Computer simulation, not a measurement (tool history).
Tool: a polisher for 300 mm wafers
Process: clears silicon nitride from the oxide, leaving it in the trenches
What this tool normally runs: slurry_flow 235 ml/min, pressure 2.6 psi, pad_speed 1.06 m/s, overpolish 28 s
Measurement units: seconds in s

run   hour  slurry_flow  pressure  pad_speed  overpolish  wafers since the last listed run  wafers polished on this pad  hours since the slurry nozzle was cleaned  hours since the head pressure was calibrated  incoming thickness of the incoming film, nm  seconds
  1      0          235       2.6       1.06          28                                 0                          428                                      365.3                                        1055.8                                        150.6    142.7
        22  -- worn pad replaced by a new one
  2   24.6          235       2.6       1.06          37                               128                           15                                      389.9                                        1080.4                                        148.4    141.9
  3   51.7          235       2.6       1.06          37                               168                          184                                        417                                        1107.5                                        148.9    142.6
  4   73.2          235       2.6       1.06          37                               133                          318                                      438.5                                          1129                                        150.9    145.9
  5   94.1          215       2.6       1.06          28                               129                          448                                      459.4                                        1149.9                                          150    147.9
     111.6  -- slurry nozzle cleaned
     113.3  -- worn pad replaced by a new one
  6  125.3          215       2.6       1.06          28                               176                           74                                       13.7                                        1181.1                                        150.7    139.2
  7  157.6          215       2.6       1.06          28                               200                          275                                         46                                        1213.4                                        150.9    139.6
  8  176.8          235       2.6       1.06          28                               119                          394                                       65.2                                        1232.6                                        148.7    135.7
  9    196          185       2.6       1.06          28                               119                          513                                       84.4                                        1251.8                                        150.8    140.1
 10  214.7          195       3.1       1.06          28                               116                          630                                      103.1                                        1270.5                                        150.9    116.1
     220.9  -- worn pad replaced by a new one
 11  242.2          260       3.4       1.18          18                               146                          132                                      130.6                                          1298                                        150.3     96.3
     245.4  -- head pressure recalibrated
 12  260.1          235       2.6       1.38          28                                98                          231                                      148.5                                          14.7                                        149.2      128
 13  280.5          235       2.6       1.06          37                               126                          358                                      168.9                                          35.1                                        150.2    152.9
 14  308.9          235       3.4        1.4          35                               176                          534                                      197.3                                          63.5                                        149.3     97.4

Below are 3 alternative next runs, each starting from the tool's condition after run 14. Predict each:
  A  309.4          235       3.4       1.06          28                                 3                          537                                      197.8                                            64                                        147.3        ?
  B  309.4          235       2.3       1.06          28                                 3                          537                                      197.8                                            64                                        147.3        ?
  C  309.4          235       3.4        0.9          13                                 3                          537                                      197.8                                            64                                        147.3        ?

run  seconds
  A    115.5
  B    170.7
  C      127
Had the tool no hidden state, the same runs would have come out as:
run  seconds
  A    115.1
  B    170.1
  C    126.5
